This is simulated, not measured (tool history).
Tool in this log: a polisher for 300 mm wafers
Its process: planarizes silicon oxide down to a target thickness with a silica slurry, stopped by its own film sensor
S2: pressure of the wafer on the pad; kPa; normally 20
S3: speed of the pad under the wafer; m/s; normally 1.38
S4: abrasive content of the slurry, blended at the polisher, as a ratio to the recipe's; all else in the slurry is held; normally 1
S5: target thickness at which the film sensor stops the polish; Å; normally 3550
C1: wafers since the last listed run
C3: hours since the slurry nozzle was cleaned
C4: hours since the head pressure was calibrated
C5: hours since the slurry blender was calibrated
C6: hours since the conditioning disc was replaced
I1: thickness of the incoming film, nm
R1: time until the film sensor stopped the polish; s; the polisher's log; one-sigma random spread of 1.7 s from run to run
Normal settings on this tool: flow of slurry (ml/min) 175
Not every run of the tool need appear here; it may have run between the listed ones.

Run 1, hour 0: usual settings; C1 0; wafers polished on this pad 881; C3 412.2; C4 236.7; C5 23.7; C6 535.6; I1 585.2. Result: R1 94.4 s.
At hour 17.7: conditioning disc replaced and pad reconditioned.
Run 2, hour 39.1: usual settings; C1 296; wafers polished on this pad 1178; C3 451.3; C4 275.8; C5 62.8; C6 21.4; I1 582.8. Result: R1 93.5 s.
Run 3, hour 78.6: usual settings; C1 315; wafers polished on this pad 1494; C3 490.8; C4 315.3; C5 102.3; C6 60.9; I1 587.2. Result: R1 89.4 s.
At hour 112.2: worn pad replaced by a new one.
Run 4, hour 127.8: usual settings but S5 3280 Å; C1 361; wafers polished on this pad 124; C3 540; C4 364.5; C5 151.5; C6 110.1; I1 585.1. Result: R1 100 s.
At hour 146: head pressure recalibrated.
Run 5, hour 166.4: usual settings; C1 292; wafers polished on this pad 417; C3 578.6; C4 20.4; C5 190.1; C6 148.7; I1 584.9. Result: R1 93.1 s.
At hour 178.5: slurry nozzle cleaned.
Run 6, hour 213.7: usual settings; C1 370; wafers polished on this pad 787; C3 35.2; C4 67.7; C5 237.4; C6 196; I1 589.9. Result: R1 97.1 s.
Run 7, hour 279.8: usual settings; C1 528; wafers polished on this pad 1316; C3 101.3; C4 133.8; C5 303.5; C6 262.1; I1 578.8. Result: R1 93.7 s.
At hour 317.5: worn pad replaced by a new one.
Run 8, hour 336.5: usual settings; C1 421; wafers polished on this pad 152; C3 158; C4 190.5; C5 360.2; C6 318.8; I1 571.5. Result: R1 89.2 s.
At hour 402.3: slurry blender recalibrated.
Run 9, hour 404.3: usual settings; C1 526; wafers polished on this pad 678; C3 225.8; C4 258.3; C5 2; C6 386.6; I1 578.8. Result: R1 93.5 s.
Run 10, hour 435.5: usual settings; C1 249; wafers polished on this pad 928; C3 257; C4 289.5; C5 33.2; C6 417.8; I1 578.2. Result: R1 89.2 s.
Run 11, hour 467: usual settings; C1 251; wafers polished on this pad 1180; C3 288.5; C4 321; C5 64.7; C6 449.3; I1 570.9. Result: R1 86.6 s.
At hour 526.4: head pressure recalibrated.
Run 12, hour 538.3: usual settings but flow of slurry (ml/min) 230, S2 13.8 kPa, S3 1.24 m/s, S5 2860 Å; C1 554; wafers polished on this pad 1734; C3 359.8; C4 11.9; C5 136; C6 520.6; I1 584.4. Result: R1 172.7 s.
At hour 545.3: worn pad replaced by a new one.
At hour 572.5: conditioning disc replaced and pad reconditioned.
Run 13, hour 582.5: usual settings but S4 0.9; C1 305; wafers polished on this pad 281; C3 404; C4 56.1; C5 180.2; C6 10; I1 582.6. Result: R1 100.9 s.
Run 14, hour 619.4: usual settings but flow of slurry (ml/min) 140, S2 15.2 kPa, S3 1.64 m/s, S5 2830 Å; C1 295; wafers polished on this pad 577; C3 440.9; C4 93; C5 217.1; C6 46.9; I1 585.5. Result: R1 139 s.
At hour 637.2: slurry nozzle cleaned.
Run 15, hour 683.5: usual settings but S3 1.64 m/s; C1 504; wafers polished on this pad 1081; C3 46.3; C4 157.1; C5 281.2; C6 111; I1 584.8. Result: R1 81.4 s.
Run 16, hour 716: usual settings but flow of slurry (ml/min) 215, S2 13.1 kPa, S3 1.24 m/s; C1 259; wafers polished on this pad 1341; C3 78.8; C4 189.6; C5 313.7; C6 143.5; I1 574.7. Result: R1 124.7 s.
At hour 740.5: slurry blender recalibrated.
Run 17, hour 748.1: usual settings; C1 240; wafers polished on this pad 1582; C3 110.9; C4 221.7; C5 7.6; C6 175.6; I1 585.3. Result: R1 94.2 s.
At hour 774.2: worn pad replaced by a new one.
Run 18, hour 815.7: usual settings; C1 508; wafers polished on this pad 331; C3 178.5; C4 289.3; C5 75.2; C6 243.2; I1 569.1. Result: R1 84.6 s.
Run 19, hour 874.3: usual settings but S2 24.8 kPa; C1 468; wafers polished on this pad 800; C3 237.1; C4 347.9; C5 133.8; C6 301.8; I1 592.5. Result: R1 79.1 s.
Run 20, hour 934.1: usual settings; C1 478; wafers polished on this pad 1278; C3 296.9; C4 407.7; C5 193.6; C6 361.6; I1 580. Result: R1 90.5 s.
At hour 956.8: worn pad replaced by a new one.
At hour 966.6: head pressure recalibrated.
Run 21, hour 994.1: usual settings but S3 0.94 m/s, S4 0.8; C1 431; wafers polished on this pad 282; C3 356.9; C4 27.5; C5 253.6; C6 421.6; I1 586.6. Result: R1 151.3 s.
Run 22, hour 1040.2: usual settings but S2 13.1 kPa, S3 1.02 m/s, S4 0.85; C1 368; wafers polished on this pad 651; C3 403; C4 73.6; C5 299.7; C6 467.7; I1 585.5. Result: R1 177.3 s.

Run-by-run hidden state of the tool:
removal rate lost through wear of the pad, %: 0 in every run
slurry flow missing at the pad, %: 0 in every run
abrasive missing from the slurry, %: 0 in every run
time polished since the conditioner stopped cutting, s: 0 in every run
H1: deviation of the head's pressure from its setpoint, %
run      H1
  1    6.19
  2    7.29
  3     8.4
  4    9.78
  5  -0.779
  6    0.55
  7    2.41
  8       4
  9    5.91
 10    6.79
 11    7.67
 12  -0.765
 13   0.478
 14    1.52
 15    3.32
 16    4.23
 17    5.13
 18    7.03
 19    8.68
 20    10.4
 21    1.44
 22    2.74
